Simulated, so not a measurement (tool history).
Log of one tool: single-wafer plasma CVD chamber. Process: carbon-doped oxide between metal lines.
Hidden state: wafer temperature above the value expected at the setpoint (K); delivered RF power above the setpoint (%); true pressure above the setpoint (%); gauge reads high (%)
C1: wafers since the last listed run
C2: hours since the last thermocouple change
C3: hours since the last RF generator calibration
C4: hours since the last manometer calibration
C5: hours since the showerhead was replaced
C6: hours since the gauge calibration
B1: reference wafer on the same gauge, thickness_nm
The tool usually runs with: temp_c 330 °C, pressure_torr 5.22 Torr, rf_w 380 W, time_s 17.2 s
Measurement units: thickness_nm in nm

Run 1, hour 0: usual settings; C1 0; C2 2001; C3 656.3; C4 2472.8; C5 7418.6; C6 5; B1 91.292. Result: thickness_nm 76.001 nm.
Run 2, hour 6.9: usual settings; C1 147; C2 2007.9; C3 663.2; C4 2479.7; C5 7425.5; C6 11.9; B1 91.248. Result: thickness_nm 76.071 nm.
Run 3, hour 23.7: usual settings; C1 358; C2 2024.7; C3 680; C4 2496.5; C5 7442.3; C6 28.7; B1 91.315. Result: thickness_nm 75.835 nm.
Run 4, hour 30.2: usual settings; C1 138; C2 2031.2; C3 686.5; C4 2503; C5 7448.8; C6 35.2; B1 91.3. Result: thickness_nm 76.039 nm.
Run 5, hour 45.5: usual settings; C1 326; C2 2046.5; C3 701.8; C4 2518.3; C5 7464.1; C6 50.5; B1 91.305. Result: thickness_nm 76.168 nm.
Run 6, hour 63.5: usual settings; C1 383; C2 2064.5; C3 719.8; C4 2536.3; C5 7482.1; C6 68.5; B1 91.329. Result: thickness_nm 76.077 nm.
Run 7, hour 76.2: usual settings; C1 270; C2 2077.2; C3 732.5; C4 2549; C5 7494.8; C6 81.2; B1 91.337. Result: thickness_nm 76.083 nm.
At hour 87.5: showerhead replaced.
At hour 92.6: capacitance manometer re-zeroed and calibrated.
Run 8, hour 93.1: usual settings; C1 81; C2 2094.1; C3 749.4; C4 0.5; C5 5.6; C6 98.1; B1 91.275. Result: thickness_nm 75.845 nm.

Run 9 comes next. What will it give?
Run 9, hour 99: usual settings but pressure_torr 5.55 Torr, time_s 19.4 s; C1 125; C2 2100; C3 755.3; C4 6.4; C5 11.5; C6 104; B1 ?. Result: thickness_nm ?.

B1: 91.282
thickness_nm: 86.236 nm
If the tool had no hidden condition, the same run with the same run-to-run variation would have returned thickness_nm 89.852 nm.
